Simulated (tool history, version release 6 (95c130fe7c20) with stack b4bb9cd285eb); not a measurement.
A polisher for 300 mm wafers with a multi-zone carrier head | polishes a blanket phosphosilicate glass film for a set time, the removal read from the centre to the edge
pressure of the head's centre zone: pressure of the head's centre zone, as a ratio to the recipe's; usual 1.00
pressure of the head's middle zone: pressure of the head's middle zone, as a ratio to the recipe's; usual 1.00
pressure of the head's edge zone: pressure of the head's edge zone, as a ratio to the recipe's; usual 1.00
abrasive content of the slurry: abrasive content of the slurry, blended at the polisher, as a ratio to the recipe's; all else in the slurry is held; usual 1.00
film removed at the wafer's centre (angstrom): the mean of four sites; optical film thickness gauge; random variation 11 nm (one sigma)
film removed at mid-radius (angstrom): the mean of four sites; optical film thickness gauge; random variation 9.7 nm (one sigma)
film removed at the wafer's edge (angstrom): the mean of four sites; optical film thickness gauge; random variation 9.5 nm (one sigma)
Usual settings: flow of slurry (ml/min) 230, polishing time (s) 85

| run | day | flow of slurry (ml/min) | pressure of the head's centre zone | pressure of the head's middle zone | pressure of the head's edge zone | abrasive content of the slurry | polishing time (s) | wafers since the last listed run | wafers polished on this pad | hours since the slurry nozzle was cleaned | hours since the centre zone pressure was calibrated | hours since the edge zone pressure was calibrated | hours since the carrier head's membrane was replaced | incoming thickness of the incoming film, nm | film removed at the wafer's centre (angstrom) | film removed at mid-radius (angstrom) | film removed at the wafer's edge (angstrom) |
|---|---|---|---|---|---|---|---|---|---|---|---|---|---|---|---|---|---|
| 1 | 0.000 | 230 | 1.00 | 1.00 | 1.00 | 1.20 | 85 | 0 | 141 | 366.2 | 656.8 | 598.1 | 31.6 | 3262.4 | 9501 | 9557 | 9668 |
| 2 | 0.504 | 230 | 1.00 | 1.00 | 1.00 | 1.20 | 85 | 73 | 214 | 378.3 | 668.9 | 610.2 | 43.7 | 3160.7 | 9336 | 9608 | 9599 |
| 3 | 1.221 | 255 | 1.00 | 0.89 | 1.09 | 0.75 | 85 | 104 | 318 | 395.5 | 686.1 | 627.4 | 60.9 | 3231.1 | 7302 | 6714 | 7640 |
| 4 | 1.783 | 230 | 1.00 | 1.00 | 1.00 | 1.00 | 114 | 81 | 400 | 409.0 | 699.6 | 640.9 | 74.4 | 3192.4 | 11068 | 11351 | 11392 |
| 5 | 2.408 | 230 | 1.00 | 1.00 | 1.00 | 1.00 | 85 | 90 | 491 | 424.0 | 714.6 | 655.9 | 89.4 | 3245.8 | 7977 | 7998 | 8189 |
|  | 2.825 | worn pad replaced by a new one |
| 6 | 3.396 | 230 | 1.00 | 1.03 | 1.00 | 0.90 | 115 | 119 | 83 | 447.7 | 738.3 | 679.6 | 113.1 | 3181.9 | 11115 | 11521 | 11541 |
| 7 | 3.821 | 230 | 1.10 | 1.09 | 0.89 | 1.25 | 85 | 61 | 145 | 457.9 | 748.5 | 689.8 | 123.3 | 3208.7 | 10571 | 10447 | 9447 |
| 8 | 4.517 | 230 | 1.00 | 1.00 | 1.00 | 1.00 | 85 | 101 | 246 | 474.6 | 765.2 | 706.5 | 140.0 | 3181.2 | 8609 | 8508 | 8709 |
| 9 | 5.092 | 230 | 1.00 | 1.00 | 1.00 | 1.00 | 85 | 83 | 330 | 488.4 | 779.0 | 720.3 | 153.8 | 3225.6 | 8346 | 8316 | 8601 |
|  | 5.592 | centre zone pressure recalibrated |
| 10 | 5.733 | 295 | 1.00 | 1.09 | 1.00 | 1.00 | 55 | 81 | 411 | 503.8 | 3.4 | 735.7 | 169.2 | 3225.2 | 5593 | 5970 | 5608 |
| 11 | 6.462 | 230 | 1.00 | 0.90 | 1.04 | 1.00 | 85 | 106 | 517 | 521.3 | 20.9 | 753.2 | 186.7 | 3197.2 | 7703 | 7303 | 8189 |
| 12 | 7.162 | 160 | 1.00 | 0.88 | 1.00 | 1.00 | 85 | 101 | 619 | 538.1 | 37.7 | 770.0 | 203.5 | 3254.2 | 6608 | 6048 | 7218 |
|  | 7.804 | worn pad replaced by a new one |
| 13 | 7.825 | 230 | 1.00 | 0.92 | 1.05 | 1.00 | 85 | 72 | 2 | 554.0 | 53.6 | 785.9 | 219.4 | 3187.0 | 8383 | 7974 | 8947 |
| 14 | 7.992 | 230 | 1.00 | 1.00 | 1.00 | 1.00 | 85 | 24 | 27 | 558.0 | 57.6 | 789.9 | 223.4 | 3181.9 | 8248 | 8572 | 8684 |
|  | 8.454 | slurry nozzle cleaned |
|  | 8.692 | edge zone pressure recalibrated |
| 15 | 9.667 | 230 | 1.12 | 1.00 | 1.00 | 1.00 | 85 | 225 | 252 | 29.1 | 97.8 | 23.4 | 263.6 | 3235.5 | 10129 | 8927 | 8919 |
|  | 11.546 | worn pad replaced by a new one |
| 16 | 11.567 | 230 | 1.00 | 1.00 | 1.00 | 0.85 | 85 | 252 | 3 | 74.7 | 143.4 | 69.0 | 309.2 | 3291.5 | 8344 | 8339 | 8297 |
| 17 | 11.804 | 185 | 1.00 | 0.93 | 1.00 | 1.00 | 85 | 34 | 37 | 80.4 | 149.1 | 74.7 | 314.9 | 3272.2 | 8873 | 8247 | 9015 |
| 18 | 12.117 | 230 | 1.06 | 0.96 | 0.95 | 1.00 | 85 | 45 | 83 | 87.9 | 156.6 | 82.2 | 322.4 | 3260.5 | 9710 | 8764 | 8987 |
| 19 | 12.758 | 230 | 0.91 | 1.00 | 1.00 | 1.00 | 85 | 93 | 176 | 103.3 | 172.0 | 97.6 | 337.8 | 3214.4 | 8250 | 9213 | 9198 |
| 20 | 13.242 | 230 | 1.00 | 1.11 | 1.00 | 1.00 | 85 | 70 | 246 | 114.9 | 183.6 | 109.2 | 349.4 | 3209.2 | 8860 | 9877 | 8919 |
| 21 | 13.596 | 230 | 1.09 | 1.04 | 1.00 | 0.75 | 85 | 51 | 298 | 123.4 | 192.1 | 117.7 | 357.9 | 3246.9 | 8277 | 7873 | 7601 |

4 ways to go on from here, each from the tool as it stands after run 21. What would each give?
| A | 13.617 | 230 | 0.90 | 1.00 | 1.00 | 1.00 | 85 | 3 | 301 | 123.9 | 192.6 | 118.2 | 358.4 | 3243.0 | ? | ? | ? |
| B | 13.617 | 230 | 1.00 | 1.00 | 0.96 | 0.85 | 104 | 3 | 301 | 123.9 | 192.6 | 118.2 | 358.4 | 3243.0 | ? | ? | ? |
| C | 13.617 | 230 | 1.00 | 1.03 | 1.00 | 1.00 | 85 | 3 | 301 | 123.9 | 192.6 | 118.2 | 358.4 | 3243.0 | ? | ? | ? |
| D | 13.617 | 230 | 1.00 | 0.93 | 1.00 | 1.00 | 85 | 3 | 301 | 123.9 | 192.6 | 118.2 | 358.4 | 3243.0 | ? | ? | ? |

| run | film removed at the wafer's centre (angstrom) | film removed at mid-radius (angstrom) | film removed at the wafer's edge (angstrom) |
|---|---|---|---|
| A | 8027 | 8805 | 9018 |
| B | 9988 | 9846 | 9915 |
| C | 8929 | 9023 | 9014 |
| D | 8922 | 8280 | 9026 |
Without the tool's hidden state the same runs would have given:
| run | film removed at the wafer's centre (angstrom) | film removed at mid-radius (angstrom) | film removed at the wafer's edge (angstrom) |
|---|---|---|---|
| A | 8579 | 9387 | 9564 |
| B | 10675 | 10498 | 10515 |
| C | 9543 | 9620 | 9560 |
| D | 9536 | 8828 | 9573 |
